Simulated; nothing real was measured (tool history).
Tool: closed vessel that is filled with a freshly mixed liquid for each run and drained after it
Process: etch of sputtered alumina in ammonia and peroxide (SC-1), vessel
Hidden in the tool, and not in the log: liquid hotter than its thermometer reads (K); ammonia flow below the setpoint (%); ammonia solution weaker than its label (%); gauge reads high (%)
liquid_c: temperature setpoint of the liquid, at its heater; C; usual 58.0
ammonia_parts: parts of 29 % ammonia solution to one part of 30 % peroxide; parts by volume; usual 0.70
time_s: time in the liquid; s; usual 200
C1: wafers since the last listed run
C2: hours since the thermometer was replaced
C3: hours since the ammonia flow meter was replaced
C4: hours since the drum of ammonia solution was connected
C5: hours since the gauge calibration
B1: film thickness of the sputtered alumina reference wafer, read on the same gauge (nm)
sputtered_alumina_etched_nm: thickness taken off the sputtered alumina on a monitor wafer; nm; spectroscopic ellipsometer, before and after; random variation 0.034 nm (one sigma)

run 1 hour=0.0 | liquid_c=58.0 ammonia_parts=0.70 time_s=255 | C1=0 C2=345.7 C3=829.0 C4=504.1 C5=84.3 | B1=79.98 | sputtered_alumina_etched_nm=11.62
run 2 hour=33.2 | liquid_c=58.0 ammonia_parts=0.70 time_s=255 | C1=1847 C2=378.9 C3=862.2 C4=537.3 C5=117.5 | B1=80.03 | sputtered_alumina_etched_nm=11.70
run 3 hour=56.9 | liquid_c=58.0 ammonia_parts=0.70 time_s=110 | C1=1318 C2=402.6 C3=885.9 C4=561.0 C5=141.2 | B1=80.08 | sputtered_alumina_etched_nm=4.99
run 4 hour=89.0 | liquid_c=58.0 ammonia_parts=0.70 time_s=110 | C1=1786 C2=434.7 C3=918.0 C4=593.1 C5=173.3 | B1=80.18 | sputtered_alumina_etched_nm=5.03
run 5 hour=114.6 | liquid_c=58.0 ammonia_parts=0.70 time_s=200 | C1=1424 C2=460.3 C3=943.6 C4=618.7 C5=198.9 | B1=80.29 | sputtered_alumina_etched_nm=9.11
run 6 hour=154.8 | liquid_c=61.5 ammonia_parts=0.70 time_s=200 | C1=2236 C2=500.5 C3=983.8 C4=658.9 C5=239.1 | B1=80.46 | sputtered_alumina_etched_nm=10.88
run 7 hour=189.2 | liquid_c=61.5 ammonia_parts=0.70 time_s=200 | C1=1914 C2=534.9 C3=1018.2 C4=693.3 C5=273.5 | B1=80.64 | sputtered_alumina_etched_nm=11.03
-- hour=201.8 gauge calibrated
run 8 hour=208.0 | liquid_c=58.0 ammonia_parts=0.70 time_s=200 | C1=1046 C2=553.7 C3=1037.0 C4=712.1 C5=6.2 | B1=79.97 | sputtered_alumina_etched_nm=9.04
run 9 hour=229.3 | liquid_c=58.0 ammonia_parts=0.70 time_s=200 | C1=1185 C2=575.0 C3=1058.3 C4=733.4 C5=27.5 | B1=79.97 | sputtered_alumina_etched_nm=9.06
run 10 hour=254.1 | liquid_c=58.0 ammonia_parts=0.70 time_s=200 | C1=1379 C2=599.8 C3=1083.1 C4=758.2 C5=52.3 | B1=80.00 | sputtered_alumina_etched_nm=9.11
run 11 hour=282.8 | liquid_c=62.0 ammonia_parts=0.70 time_s=200 | C1=1596 C2=628.5 C3=1111.8 C4=786.9 C5=81.0 | B1=80.02 | sputtered_alumina_etched_nm=11.14
run 12 hour=300.8 | liquid_c=64.5 ammonia_parts=0.70 time_s=90 | C1=1001 C2=646.5 C3=1129.8 C4=804.9 C5=99.0 | B1=80.04 | sputtered_alumina_etched_nm=5.71
-- hour=310.9 thermometer replaced
run 13 hour=324.4 | liquid_c=61.5 ammonia_parts=0.70 time_s=200 | C1=1257 C2=13.5 C3=1153.4 C4=828.5 C5=122.6 | B1=80.11 | sputtered_alumina_etched_nm=10.96
run 14 hour=345.6 | liquid_c=58.0 ammonia_parts=0.70 time_s=200 | C1=1179 C2=34.7 C3=1174.6 C4=849.7 C5=143.8 | B1=80.16 | sputtered_alumina_etched_nm=9.05
run 15 hour=365.9 | liquid_c=54.0 ammonia_parts=0.70 time_s=200 | C1=1129 C2=55.0 C3=1194.9 C4=870.0 C5=164.1 | B1=80.26 | sputtered_alumina_etched_nm=7.40
-- hour=380.9 ammonia flow meter replaced
run 16 hour=388.7 | liquid_c=58.0 ammonia_parts=0.90 time_s=120 | C1=1213 C2=77.8 C3=7.8 C4=892.8 C5=186.9 | B1=80.32 | sputtered_alumina_etched_nm=5.60
run 17 hour=402.8 | liquid_c=61.5 ammonia_parts=0.70 time_s=200 | C1=784 C2=91.9 C3=21.9 C4=906.9 C5=201.0 | B1=80.37 | sputtered_alumina_etched_nm=10.84
-- hour=432.1 new drum of ammonia solution connected
run 18 hour=434.7 | liquid_c=66.5 ammonia_parts=0.55 time_s=305 | C1=1719 C2=123.8 C3=53.8 C4=2.6 C5=232.9 | B1=80.51 | sputtered_alumina_etched_nm=21.09
run 19 hour=461.1 | liquid_c=63.5 ammonia_parts=0.70 time_s=200 | C1=1469 C2=150.2 C3=80.2 C4=29.0 C5=259.3 | B1=80.63 | sputtered_alumina_etched_nm=12.10
run 20 hour=495.1 | liquid_c=58.0 ammonia_parts=0.70 time_s=290 | C1=1891 C2=184.2 C3=114.2 C4=63.0 C5=293.3 | B1=80.81 | sputtered_alumina_etched_nm=13.34
run 21 hour=520.3 | liquid_c=67.5 ammonia_parts=0.90 time_s=250 | C1=1402 C2=209.4 C3=139.4 C4=88.2 C5=318.5 | B1=80.94 | sputtered_alumina_etched_nm=19.10
run 22 hour=552.3 | liquid_c=58.0 ammonia_parts=0.70 time_s=80 | C1=1780 C2=241.4 C3=171.4 C4=120.2 C5=350.5 | B1=81.18 | sputtered_alumina_etched_nm=3.68
-- hour=558.9 gauge calibrated
run 23 hour=571.3 | liquid_c=58.0 ammonia_parts=0.45 time_s=200 | C1=1057 C2=260.4 C3=190.4 C4=139.2 C5=12.4 | B1=80.06 | sputtered_alumina_etched_nm=8.75

3 ways to go on from here, each from the tool as it stands after run 23. What would each give?
run A hour=572.0 | liquid_c=58.0 ammonia_parts=0.70 time_s=200 | C1=38 C2=261.1 C3=191.1 C4=139.9 C5=13.1 | B1=? | sputtered_alumina_etched_nm=?
run B hour=572.0 | liquid_c=66.0 ammonia_parts=0.90 time_s=235 | C1=38 C2=261.1 C3=191.1 C4=139.9 C5=13.1 | B1=? | sputtered_alumina_etched_nm=?
run C hour=572.0 | liquid_c=48.5 ammonia_parts=1.00 time_s=315 | C1=38 C2=261.1 C3=191.1 C4=139.9 C5=13.1 | B1=? | sputtered_alumina_etched_nm=?

run=A B1=80.05 sputtered_alumina_etched_nm=9.11
run=B B1=80.05 sputtered_alumina_etched_nm=16.43
run=C B1=80.05 sputtered_alumina_etched_nm=8.91
Without the tool's hidden state the same runs would have given:
run=A sputtered_alumina_etched_nm=9.10
run=B sputtered_alumina_etched_nm=16.42
run=C sputtered_alumina_etched_nm=8.90
